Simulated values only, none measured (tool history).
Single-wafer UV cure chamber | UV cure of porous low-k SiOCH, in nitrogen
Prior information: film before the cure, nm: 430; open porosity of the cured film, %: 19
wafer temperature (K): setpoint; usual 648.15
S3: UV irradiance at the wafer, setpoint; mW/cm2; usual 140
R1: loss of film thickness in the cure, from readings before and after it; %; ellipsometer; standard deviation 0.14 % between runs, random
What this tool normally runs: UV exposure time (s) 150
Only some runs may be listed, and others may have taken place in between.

{"run": 1, "hour": 0.0, "wafer temperature (K)": 648.15, "UV exposure time (s)": 150, "S3": 140, "R1": 9.47}
{"run": 2, "hour": 8.6, "wafer temperature (K)": 648.15, "UV exposure time (s)": 150, "S3": 140, "R1": 9.313}
{"run": 3, "hour": 19.9, "wafer temperature (K)": 648.15, "UV exposure time (s)": 150, "S3": 140, "R1": 9.38}
{"run": 4, "hour": 30.9, "wafer temperature (K)": 654.15, "UV exposure time (s)": 150, "S3": 140, "R1": 9.374}
{"run": 5, "hour": 39.2, "wafer temperature (K)": 654.15, "UV exposure time (s)": 150, "S3": 140, "R1": 9.581}
{"run": 6, "hour": 47.1, "wafer temperature (K)": 637.15, "UV exposure time (s)": 150, "S3": 140, "R1": 9.052}
{"run": 7, "hour": 64.4, "wafer temperature (K)": 637.15, "UV exposure time (s)": 150, "S3": 140, "R1": 9.01}
{"run": 8, "hour": 109.3, "wafer temperature (K)": 637.15, "UV exposure time (s)": 150, "S3": 140, "R1": 9.241}
{"run": 9, "hour": 115.6, "wafer temperature (K)": 639.15, "UV exposure time (s)": 150, "S3": 140, "R1": 9.027}
{"run": 10, "hour": 123.5, "wafer temperature (K)": 639.15, "UV exposure time (s)": 150, "S3": 140, "R1": 8.849}
{"run": 11, "hour": 133.9, "wafer temperature (K)": 639.15, "UV exposure time (s)": 150, "S3": 140, "R1": 8.806}
{"run": 12, "hour": 145.4, "wafer temperature (K)": 648.15, "UV exposure time (s)": 150, "S3": 165, "R1": 9.66}
{"run": 13, "hour": 156.8, "wafer temperature (K)": 648.15, "UV exposure time (s)": 150, "S3": 140, "R1": 9.069}
{"run": 14, "hour": 174.4, "wafer temperature (K)": 648.15, "UV exposure time (s)": 150, "S3": 140, "R1": 8.831}
{"run": 15, "hour": 190.8, "wafer temperature (K)": 648.15, "UV exposure time (s)": 150, "S3": 107, "R1": 8.007}
{"hour": 198.9, "done": "quartz window cleaned"}
{"hour": 211.6, "done": "UV bulbs replaced"}
{"run": 16, "hour": 212.1, "wafer temperature (K)": 648.15, "UV exposure time (s)": 150, "S3": 128, "R1": 9.661}
{"run": 17, "hour": 223.5, "wafer temperature (K)": 648.15, "UV exposure time (s)": 225, "S3": 159, "R1": 12.707}
{"run": 18, "hour": 275.4, "wafer temperature (K)": 639.15, "UV exposure time (s)": 150, "S3": 140, "R1": 10.164}
{"run": 19, "hour": 293.3, "wafer temperature (K)": 630.15, "UV exposure time (s)": 230, "S3": 165, "R1": 12.103}
{"run": 20, "hour": 311.0, "wafer temperature (K)": 648.15, "UV exposure time (s)": 150, "S3": 140, "R1": 9.842}
{"run": 21, "hour": 323.7, "wafer temperature (K)": 641.15, "UV exposure time (s)": 150, "S3": 140, "R1": 9.762}
{"run": 22, "hour": 332.0, "wafer temperature (K)": 633.15, "UV exposure time (s)": 175, "S3": 157, "R1": 10.898}
{"run": 23, "hour": 366.7, "wafer temperature (K)": 648.15, "UV exposure time (s)": 150, "S3": 140, "R1": 9.873}
{"run": 24, "hour": 381.5, "wafer temperature (K)": 659.15, "UV exposure time (s)": 180, "S3": 140, "R1": 11.206}
{"run": 25, "hour": 388.9, "wafer temperature (K)": 648.15, "UV exposure time (s)": 150, "S3": 122, "R1": 9.477}
{"run": 26, "hour": 401.0, "wafer temperature (K)": 668.15, "UV exposure time (s)": 150, "S3": 117, "R1": 9.274}
{"run": 27, "hour": 408.1, "wafer temperature (K)": 648.15, "UV exposure time (s)": 150, "S3": 107, "R1": 8.651}
{"run": 28, "hour": 414.3, "wafer temperature (K)": 648.15, "UV exposure time (s)": 150, "S3": 140, "R1": 9.917}
{"run": 29, "hour": 448.0, "wafer temperature (K)": 630.15, "UV exposure time (s)": 150, "S3": 164, "R1": 10.163}

What if the next run were any one of these 5? Each begins from the tool's condition after run 29:
{"run": "A", "hour": 448.5, "wafer temperature (K)": 643.15, "UV exposure time (s)": 150, "S3": 140, "R1": "?"}
{"run": "B", "hour": 448.5, "wafer temperature (K)": 648.15, "UV exposure time (s)": 205, "S3": 158, "R1": "?"}
{"run": "C", "hour": 448.5, "wafer temperature (K)": 648.15, "UV exposure time (s)": 150, "S3": 121, "R1": "?"}
{"run": "D", "hour": 448.5, "wafer temperature (K)": 648.15, "UV exposure time (s)": 110, "S3": 105, "R1": "?"}
{"run": "E", "hour": 448.5, "wafer temperature (K)": 636.15, "UV exposure time (s)": 205, "S3": 140, "R1": "?"}

run=A R1=9.777
run=B R1=11.795
run=C R1=9.240
run=D R1=7.371
run=E R1=11.020
With the hidden condition removed and each run's random variation left untouched, the same runs would have given:
run=A R1=10.181
run=B R1=12.221
run=C R1=9.638
run=D R1=7.746
run=E R1=11.438

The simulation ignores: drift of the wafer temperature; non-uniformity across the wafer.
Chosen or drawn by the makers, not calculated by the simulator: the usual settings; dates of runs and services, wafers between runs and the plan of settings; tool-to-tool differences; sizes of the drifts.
